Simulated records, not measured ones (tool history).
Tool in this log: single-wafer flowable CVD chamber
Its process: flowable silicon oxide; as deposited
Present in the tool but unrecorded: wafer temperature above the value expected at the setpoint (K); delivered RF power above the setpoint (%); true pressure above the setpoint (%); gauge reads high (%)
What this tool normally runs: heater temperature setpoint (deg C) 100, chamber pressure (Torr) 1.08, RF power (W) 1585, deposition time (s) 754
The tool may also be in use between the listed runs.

run    hour  heater temperature setpoint (deg C)  chamber pressure (Torr)  RF power (W)  deposition time (s)  wafers since the last listed run  hours since the last thermocouple change  hours since the last RF generator calibration  hours since the last manometer calibration  hours since the showerhead was replaced  hours since the gauge calibration  read-back reference wafer on the same gauge, thickness_nm  mean film thickness on the monitor wafer (Å)
  1       0                                  100                     1.08          1585                  754                                 0                                     473.5                                         2524.7                                        20.5                                   6876.6                               1196                                                      634.5                                       5436.88
  2      50                                  100                     1.08          1585                  754                               137                                     523.5                                         2574.7                                        70.5                                   6926.6                               1246                                                    634.358                                       5460.68
       80.5  -- RF generator calibrated
  3      81                                  100                     1.08          1585                  754                                63                                     554.5                                            0.5                                       101.5                                   6957.6                               1277                                                    634.957                                       5584.19
  4   107.8                                  100                     1.08          1585                  647                                73                                     581.3                                           27.3                                       128.3                                   6984.4                             1303.8                                                    634.921                                       4813.68
  5   147.1                                  100                     1.08          1585                  647                               108                                     620.6                                           66.6                                       167.6                                   7023.7                             1343.1                                                    634.997                                       4835.44
      170.8  -- showerhead replaced
      189.9  -- gauge calibrated
  6   207.9                                  100                     1.08          1585                  647                               145                                     681.4                                          127.4                                       228.4                                     37.1                                 18                                                    635.661                                       4827.68
  7     254                                  100                     1.08          1585                  754                               127                                     727.5                                          173.5                                       274.5                                     83.2                               64.1                                                    634.923                                       5609.02
  8   281.3                                  100                     1.08          1585                  754                                75                                     754.8                                          200.8                                       301.8                                    110.5                               91.4                                                    634.538                                       5602.36
  9   339.4                                  100                     1.08          1585                  754                               160                                     812.9                                          258.9                                       359.9                                    168.6                              149.5                                                    634.898                                       5568.38
 10   364.9                                   87                     1.08          1735                  754                                70                                     838.4                                          284.4                                       385.4                                    194.1                                175                                                     634.78                                       8387.42
 11   402.5                                  100                     1.08          1845                  754                               103                                       876                                            322                                         423                                    231.7                              212.6                                                     634.83                                        5728.7
 12   466.6                                  100                     1.08          1445                  696                               176                                     940.1                                          386.1                                       487.1                                    295.8                              276.7                                                    634.892                                       5017.26
 13   524.6                                  100                     1.08          1585                  754                               159                                     998.1                                          444.1                                       545.1                                    353.8                              334.7                                                    634.951                                       5531.13
 14   553.2                                  100                      0.9          1670                  754                                78                                    1026.7                                          472.7                                       573.7                                    382.4                              363.3                                                    634.149                                        4640.2
 15   609.6                                  100                      1.3          1585                  682                               155                                    1083.1                                          529.1                                       630.1                                    438.8                              419.7                                                     634.92                                       6093.64
 16   654.6                                   87                     0.96          1885                  896                               123                                    1128.1                                          574.1                                       675.1                                    483.8                              464.7                                                    635.825                                       8970.48
 17   690.5                                   96                     1.34          1295                  699                                98                                      1164                                            610                                         711                                    519.7                              500.6                                                    634.809                                       6825.85
 18   760.2                                  106                     1.08          1585                  892                               192                                    1233.7                                          679.7                                       780.7                                    589.4                              570.3                                                    634.209                                       5461.45
 19   787.6                                  112                     0.84          1745                  635                                75                                    1261.1                                          707.1                                       808.1                                    616.8                              597.7                                                    634.407                                       2549.13
 20   822.1                                  100                     1.08          1585                  754                                95                                    1295.6                                          741.6                                       842.6                                    651.3                              632.2                                                     635.85                                       5540.74
        855  -- thermocouple changed; heater temperature recalibrated
 21   879.3                                  114                     1.08          1670                  754                               135                                      24.3                                          798.8                                       899.8                                    708.5                              689.4                                                    634.901                                       3701.77
 22   904.3                                  100                     1.27          1585                  754                                68                                      49.3                                          823.8                                       924.8                                    733.5                              714.4                                                    634.504                                       6538.02
 23   962.9                                   89                     1.08          1585                  754                               161                                     107.9                                          882.4                                       983.4                                    792.1                                773                                                    634.462                                       7675.65
 24  1025.3                                  100                     1.08          1585                  647                               171                                     170.3                                          944.8                                      1045.8                                    854.5                              835.4                                                    634.724                                        4788.4
 25  1055.1                                  112                     1.08          1585                  754                                82                                     200.1                                          974.6                                      1075.6                                    884.3                              865.2                                                    635.034                                       3870.53
 26  1098.6                                   89                     1.19          1585                  604                               119                                     243.6                                         1018.1                                      1119.1                                    927.8                              908.7                                                     634.99                                       6872.53
 27  1135.4                                  100                     1.08          1585                  754                               101                                     280.4                                         1054.9                                      1155.9                                    964.6                              945.5                                                    635.027                                       5530.82
 28  1189.7                                  100                     0.91          1585                  754                               149                                     334.7                                         1109.2                                      1210.2                                   1018.9                              999.8                                                    635.607                                       4643.71
 29  1224.4                                  100                     1.08          1430                  754                                95                                     369.4                                         1143.9                                      1244.9                                   1053.6                             1034.5                                                    635.114                                       5377.56

For each run, what was the tool's unlogged condition?
wafer temperature above the value expected at the setpoint (K): 0 across all the runs
true pressure above the setpoint (%): 0 across all the runs
gauge reads high (%): 0 across all the runs
H1: delivered RF power above the setpoint (%)
run      H1
  1   -9.98
  2   -10.2
  3   -0.62
  4  -0.711
  5  -0.844
  6   -1.05
  7   -1.21
  8    -1.3
  9   -1.49
 10   -1.58
 11   -1.71
 12   -1.92
 13   -2.12
 14   -2.22
 15   -2.41
 16   -2.56
 17   -2.68
 18   -2.92
 19   -3.01
 20   -3.13
 21   -3.32
 22   -3.41
 23    -3.6
 24   -3.81
 25   -3.92
 26   -4.06
 27   -4.19
 28   -4.37
 29   -4.49
